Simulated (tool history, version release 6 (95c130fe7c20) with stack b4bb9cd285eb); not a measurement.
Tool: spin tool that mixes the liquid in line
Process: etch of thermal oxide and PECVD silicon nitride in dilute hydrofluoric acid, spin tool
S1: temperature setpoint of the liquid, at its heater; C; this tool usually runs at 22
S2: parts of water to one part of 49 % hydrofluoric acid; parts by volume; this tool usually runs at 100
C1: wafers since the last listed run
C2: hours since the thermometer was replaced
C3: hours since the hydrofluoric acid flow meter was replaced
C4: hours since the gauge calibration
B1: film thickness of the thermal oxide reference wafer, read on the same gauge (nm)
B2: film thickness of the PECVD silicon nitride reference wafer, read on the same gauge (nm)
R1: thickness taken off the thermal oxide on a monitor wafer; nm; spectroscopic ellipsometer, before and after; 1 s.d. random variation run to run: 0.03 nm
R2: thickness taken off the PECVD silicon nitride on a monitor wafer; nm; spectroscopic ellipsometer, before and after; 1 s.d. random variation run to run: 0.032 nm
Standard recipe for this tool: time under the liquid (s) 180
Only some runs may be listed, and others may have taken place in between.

Run 1, hour 0: usual settings; C1 0; C2 425; C3 1103.3; C4 250.5; B1 60.03; B2 99.99. Result: R1 8.01 nm, R2 6.41 nm.
Run 2, hour 28.2: usual settings; C1 236; C2 453.2; C3 1131.5; C4 278.7; B1 59.98; B2 100.01. Result: R1 7.89 nm, R2 6.48 nm.
Run 3, hour 62.1: usual settings; C1 283; C2 487.1; C3 1165.4; C4 312.6; B1 60.01; B2 99.99. Result: R1 7.92 nm, R2 6.43 nm.
Run 4, hour 79.4: usual settings; C1 144; C2 504.4; C3 1182.7; C4 329.9; B1 59.98; B2 100.02. Result: R1 7.95 nm, R2 6.46 nm.
Run 5, hour 103.4: usual settings; C1 200; C2 528.4; C3 1206.7; C4 353.9; B1 60; B2 99.99. Result: R1 7.94 nm, R2 6.45 nm.
Run 6, hour 117.3: usual settings; C1 116; C2 542.3; C3 1220.6; C4 367.8; B1 59.99; B2 100. Result: R1 7.95 nm, R2 6.45 nm.
Run 7, hour 145.2: usual settings but time under the liquid (s) 255; C1 233; C2 570.2; C3 1248.5; C4 395.7; B1 59.97; B2 100.01. Result: R1 11.27 nm, R2 9.16 nm.
Run 8, hour 165.2: usual settings; C1 167; C2 590.2; C3 1268.5; C4 415.7; B1 60; B2 100.01. Result: R1 7.98 nm, R2 6.52 nm.
At hour 173.9: gauge calibrated.
At hour 174.8: thermometer replaced.
Run 9, hour 185.7: usual settings but S1 20 C, time under the liquid (s) 275; C1 163; C2 10.9; C3 1289; C4 11.8; B1 59.99; B2 99.99. Result: R1 11.2 nm, R2 8.63 nm.
At hour 199.4: hydrofluoric acid flow meter replaced.
Run 10, hour 205.7: usual settings but S1 26.5 C, S2 85 parts by volume, time under the liquid (s) 250; C1 159; C2 30.9; C3 6.3; C4 31.8; B1 60.01; B2 100.01. Result: R1 15.79 nm, R2 14.21 nm.
Run 11, hour 235.2: usual settings but S1 20 C; C1 246; C2 60.4; C3 35.8; C4 61.3; B1 60.02; B2 100.01. Result: R1 7.31 nm, R2 5.64 nm.

Run 12, settings as shown, results not yet in. Your forecast:
Run 12, hour 270.3: usual settings but S1 19 C, time under the liquid (s) 260; C1 293; C2 95.5; C3 70.9; C4 96.4; B1 ?; B2 ?. Result: R1 ?, R2 ?.

{"run 12": {"B1": 60.01, "B2": 99.99, "R1": 10.14, "R2": 7.61}}
Had the tool carried no hidden state, the very same run would have given R1 10.14 nm, R2 7.61 nm.
